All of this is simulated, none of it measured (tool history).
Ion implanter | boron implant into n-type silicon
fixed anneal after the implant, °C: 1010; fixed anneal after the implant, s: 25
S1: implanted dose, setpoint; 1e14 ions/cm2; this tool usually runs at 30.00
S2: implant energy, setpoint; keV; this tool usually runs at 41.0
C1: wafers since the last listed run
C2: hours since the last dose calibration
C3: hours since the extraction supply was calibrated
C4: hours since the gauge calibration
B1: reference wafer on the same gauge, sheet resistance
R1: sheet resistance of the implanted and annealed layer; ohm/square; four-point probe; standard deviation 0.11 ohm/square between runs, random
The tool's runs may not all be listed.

run,hour,S1,S2,C1,C2,C3,C4,B1,R1
1,0.0,30.00,41.0,0,1943.6,795.6,221.5,44.79,47.94
2,62.5,30.00,41.0,1978,2006.1,858.1,284.0,44.80,47.81
3,121.5,23.46,41.0,1867,2065.1,917.1,343.0,44.80,56.55
4,170.6,30.00,41.0,1554,2114.2,966.2,392.1,44.80,48.02
5,198.5,30.00,41.0,883,2142.1,994.1,420.0,44.81,48.21
6,232.4,30.00,41.0,1072,2176.0,1028.0,453.9,44.80,48.07
7,434.8,30.00,41.0,6406,2378.4,1230.4,656.3,44.81,48.22
# hour 464.0: Faraday cup replaced and dose calibrated
8,475.4,30.00,41.0,1031,11.4,1271.0,696.9,44.81,49.09
9,527.7,30.00,41.0,1655,63.7,1323.3,749.2,44.80,49.05
10,572.0,30.00,41.0,1402,108.0,1367.6,793.5,44.78,49.27
11,611.6,30.00,41.0,1253,147.6,1407.2,833.1,44.79,49.13
12,662.1,30.00,41.0,1598,198.1,1457.7,883.6,44.79,49.07
13,727.9,30.00,41.0,2082,263.9,1523.5,949.4,44.79,48.89
14,763.3,30.00,41.0,1120,299.3,1558.9,984.8,44.82,49.22
15,799.0,30.00,41.0,1129,335.0,1594.6,1020.5,44.80,48.93
# hour 834.9: Faraday cup replaced and dose calibrated, repeated, since the last time left the tool worse
16,836.9,30.00,41.0,946,2.0,1632.5,1058.4,44.80,47.24
17,896.6,30.00,41.0,1889,61.7,1692.2,1118.1,44.79,47.47
18,932.3,37.40,50.0,1129,97.4,1727.9,1153.8,44.79,40.01
19,991.8,23.92,31.0,1883,156.9,1787.4,1213.3,44.80,57.95
20,1041.4,30.00,41.0,1569,206.5,1837.0,1262.9,44.79,47.39
21,1102.2,30.00,41.0,1924,267.3,1897.8,1323.7,44.80,47.35
# hour 1112.9: extraction supply calibrated
22,1163.1,23.70,41.0,1674,328.2,50.2,1384.6,44.78,55.10
23,1219.2,33.46,41.0,1775,384.3,106.3,1440.7,44.79,44.55
24,1275.6,30.00,41.0,1785,440.7,162.7,1497.1,44.80,47.48
# hour 1296.9: gauge calibrated
25,1316.2,38.54,37.5,1285,481.3,203.3,19.3,44.82,42.96
26,1354.5,35.33,36.5,1212,519.6,241.6,57.6,44.79,44.80
27,1407.5,36.74,29.5,1677,572.6,294.6,110.6,44.79,47.73
28,1436.9,36.65,41.0,930,602.0,324.0,140.0,44.80,42.69
29,1491.7,30.00,41.0,1734,656.8,378.8,194.8,44.80,47.40
30,1524.1,23.86,41.0,1025,689.2,411.2,227.2,44.79,54.80
31,1575.9,30.00,31.0,1639,741.0,463.0,279.0,44.80,51.09
32,1603.6,30.00,41.0,876,768.7,490.7,306.7,44.80,47.43
33,1637.8,36.23,28.5,1082,802.9,524.9,340.9,44.81,48.86
34,1686.3,35.44,41.0,1535,851.4,573.4,389.4,44.79,43.25
35,1756.9,30.00,41.0,2234,922.0,644.0,460.0,44.79,47.46
36,1826.3,30.00,41.0,2196,991.4,713.4,529.4,44.80,47.56

Across each entry between runs, compare the hidden state at the last listed run before it with the hidden state at the first listed run after it:
Run 7 -> run 8: Faraday cup replaced and dose calibrated (hour 464.0)
  deviation of the true dose from the Faraday cup's reading, %: -3.56 -> -6.42
  the result without the hidden state subtracted from the measured one, R1: +1.02 -> +1.92 ohm/square
Run 15 -> run 16: Faraday cup replaced and dose calibrated, repeated, since the last time left the tool worse (hour 834.9)
  deviation of the true dose from the Faraday cup's reading, %: -6.49 -> -0.509
  the result without the hidden state subtracted from the measured one, R1: +1.94 -> +0.14 ohm/square
Run 21 -> run 22: extraction supply calibrated (hour 1112.9)
  deviation of the true dose from the Faraday cup's reading, %: -0.554 -> -0.577
  the result without the hidden state subtracted from the measured one, R1: +0.16 -> +0.23 ohm/square
Run 24 -> run 25: gauge calibrated (hour 1296.9)
  deviation of the true dose from the Faraday cup's reading, %: -0.632 -> -0.655
  the result without the hidden state subtracted from the measured one, R1: +0.17 -> +0.11 ohm/square
